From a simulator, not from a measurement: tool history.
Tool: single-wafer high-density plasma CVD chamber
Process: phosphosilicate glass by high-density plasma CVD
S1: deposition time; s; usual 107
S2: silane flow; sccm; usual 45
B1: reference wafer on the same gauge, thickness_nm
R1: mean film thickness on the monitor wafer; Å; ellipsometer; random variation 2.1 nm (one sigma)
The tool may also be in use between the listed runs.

| run | hour | S1 | S2 | B1 | R1 |
|---|---|---|---|---|---|
| 1 | 0.0 | 121 | 45 | 405.113 | 5539.73 |
| 2 | 41.4 | 121 | 45 | 404.979 | 5555.88 |
| 3 | 82.8 | 107 | 47 | 405.229 | 5016.89 |
| 4 | 147.4 | 107 | 48 | 405.307 | 5121.88 |
| 5 | 195.3 | 112 | 45 | 405.072 | 5121.60 |
| 6 | 254.4 | 107 | 45 | 405.122 | 4898.69 |
| 7 | 291.9 | 107 | 45 | 404.820 | 4899.25 |
| 8 | 318.3 | 123 | 43 | 405.189 | 5451.61 |
| 9 | 362.1 | 107 | 54 | 404.790 | 5500.13 |
|  | 370.8 | gauge calibrated |
| 10 | 418.8 | 120 | 51 | 405.001 | 5958.91 |
| 11 | 446.3 | 89 | 47 | 405.385 | 4171.29 |
|  | 463.5 | silane flow controller replaced |
| 12 | 503.7 | 107 | 45 | 404.895 | 4865.68 |
| 13 | 536.4 | 107 | 45 | 404.992 | 4873.15 |
| 14 | 597.4 | 127 | 54 | 405.028 | 6471.10 |
| 15 | 728.0 | 93 | 51 | 404.868 | 4592.53 |
| 16 | 780.5 | 107 | 45 | 404.847 | 4885.17 |

Forecast each of these 4 alternatives for the next run:
| A | 780.9 | 107 | 45 | ? | ? |
| B | 780.9 | 95 | 37 | ? | ? |
| C | 780.9 | 94 | 53 | ? | ? |
| D | 780.9 | 119 | 42 | ? | ? |

| run | B1 | R1 |
|---|---|---|
| A | 405.058 | 4868.76 |
| B | 405.058 | 3833.63 |
| C | 405.058 | 4761.19 |
| D | 405.058 | 5185.04 |
Without the tool's hidden state the same runs would have given:
| run | R1 |
|---|---|
| A | 4868.76 |
| B | 3833.63 |
| C | 4761.19 |
| D | 5185.04 |
